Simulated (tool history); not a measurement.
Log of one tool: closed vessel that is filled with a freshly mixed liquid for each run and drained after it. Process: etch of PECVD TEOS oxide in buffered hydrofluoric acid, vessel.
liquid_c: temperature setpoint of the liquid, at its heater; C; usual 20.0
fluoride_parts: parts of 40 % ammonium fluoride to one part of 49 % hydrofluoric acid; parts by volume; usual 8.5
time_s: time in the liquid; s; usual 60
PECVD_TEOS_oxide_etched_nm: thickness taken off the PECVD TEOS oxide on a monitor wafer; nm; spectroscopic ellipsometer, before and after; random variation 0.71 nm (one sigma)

run	hour	liquid_c	fluoride_parts	time_s	read-back film thickness of the PECVD TEOS oxide reference wafer, read on the same gauge (nm)	PECVD_TEOS_oxide_etched_nm
1	0.0	20.0	8.5	70	59.99	94.69
# hour 75.3: thermometer replaced
2	94.7	20.0	8.5	60	59.99	81.03
3	194.3	20.0	8.5	60	59.97	80.27
4	288.0	20.0	8.5	60	59.99	79.80
5	334.7	20.0	8.5	60	60.00	78.61
6	418.2	20.0	8.5	60	60.00	78.33
# hour 484.4: hydrofluoric acid flow meter replaced
7	518.2	20.0	8.5	40	59.98	49.06
8	601.3	20.0	8.5	40	60.01	49.88
9	656.3	20.0	8.5	40	60.00	49.99
# hour 695.2: thermometer replaced
# hour 932.7: hydrofluoric acid flow meter replaced, repeated, since the last time left the tool worse
10	970.4	20.0	7.5	60	60.02	93.99
11	1073.9	20.0	7.5	60	59.98	92.94
12	1164.2	20.0	8.5	60	59.99	80.35
13	1254.8	20.0	8.5	60	60.01	81.82
14	1308.6	20.0	8.5	60	60.00	79.85
# hour 1324.8: thermometer replaced
15	1386.4	25.0	7.5	45	59.99	90.10
16	1486.2	20.0	11.5	40	59.98	39.67
17	1552.4	17.0	8.5	30	60.00	32.95
18	1618.1	20.0	8.5	60	59.99	78.76
19	1707.7	17.0	6.5	95	60.04	138.71
# hour 1748.6: hydrofluoric acid flow meter replaced
20	1933.1	23.5	11.0	80	60.01	108.27
21	2016.2	20.0	8.5	30	60.01	40.94
# hour 2018.2: gauge calibrated
# hour 2080.3: thermometer replaced
22	2100.9	17.0	11.5	60	59.99	52.63
23	2194.5	17.0	8.5	80	60.00	89.90
24	2405.4	20.0	8.5	70	60.01	91.68
25	2493.5	20.0	8.5	60	59.99	79.77
26	2591.7	17.5	8.5	60	59.99	68.70
# hour 2624.3: hydrofluoric acid flow meter replaced
27	2686.2	17.0	5.5	40	60.02	70.50
28	2754.3	20.0	5.0	30	60.01	68.19
29	2794.8	18.0	11.0	60	60.01	58.08
# hour 2855.6: thermometer replaced
30	2856.9	20.0	5.0	30	60.00	66.85
31	2912.5	20.0	10.5	75	60.00	85.99
32	2950.6	20.0	8.5	60	59.99	80.38
33	3031.7	17.5	10.0	30	60.01	30.66

Hidden state or all else? Some run-to-run changes of PECVD_TEOS_oxide_etched_nm, split into what the settings, what came in and random variation would give without the hidden state, and what is left for the hidden state (with any gauge scatter that isn't in both results):
The hidden state here: liquid hotter than its thermometer reads (K); hydrofluoric acid flow below the setpoint (%); gauge reads high (%).
Run 9 -> 10: fluoride_parts 8.5 -> 7.5, time_s 40 -> 60, thermometer replaced, hydrofluoric acid flow meter replaced, repeated, since the last time left the tool worse. PECVD_TEOS_oxide_etched_nm +44.00 nm: hidden state +4.24, all else +39.76.
Run 15 -> 16: liquid_c 25.0 -> 20.0, fluoride_parts 7.5 -> 11.5, time_s 45 -> 40. PECVD_TEOS_oxide_etched_nm -50.43 nm: hidden state +2.74, all else -53.17.
Run 18 -> 19: liquid_c 20.0 -> 17.0, fluoride_parts 8.5 -> 6.5, time_s 60 -> 95. PECVD_TEOS_oxide_etched_nm +59.95 nm: hidden state -3.76, all else +63.71.
Run 19 -> 20: liquid_c 17.0 -> 23.5, fluoride_parts 6.5 -> 11.0, time_s 95 -> 80, hydrofluoric acid flow meter replaced. PECVD_TEOS_oxide_etched_nm -30.44 nm: hidden state +7.96, all else -38.40.
Run 20 -> 21: liquid_c 23.5 -> 20.0, fluoride_parts 11.0 -> 8.5, time_s 80 -> 30. PECVD_TEOS_oxide_etched_nm -67.33 nm: hidden state +0.56, all else -67.89.
Run 26 -> 27: liquid_c 17.5 -> 17.0, fluoride_parts 8.5 -> 5.5, time_s 60 -> 40, hydrofluoric acid flow meter replaced. PECVD_TEOS_oxide_etched_nm +1.80 nm: hidden state +3.77, all else -1.97.
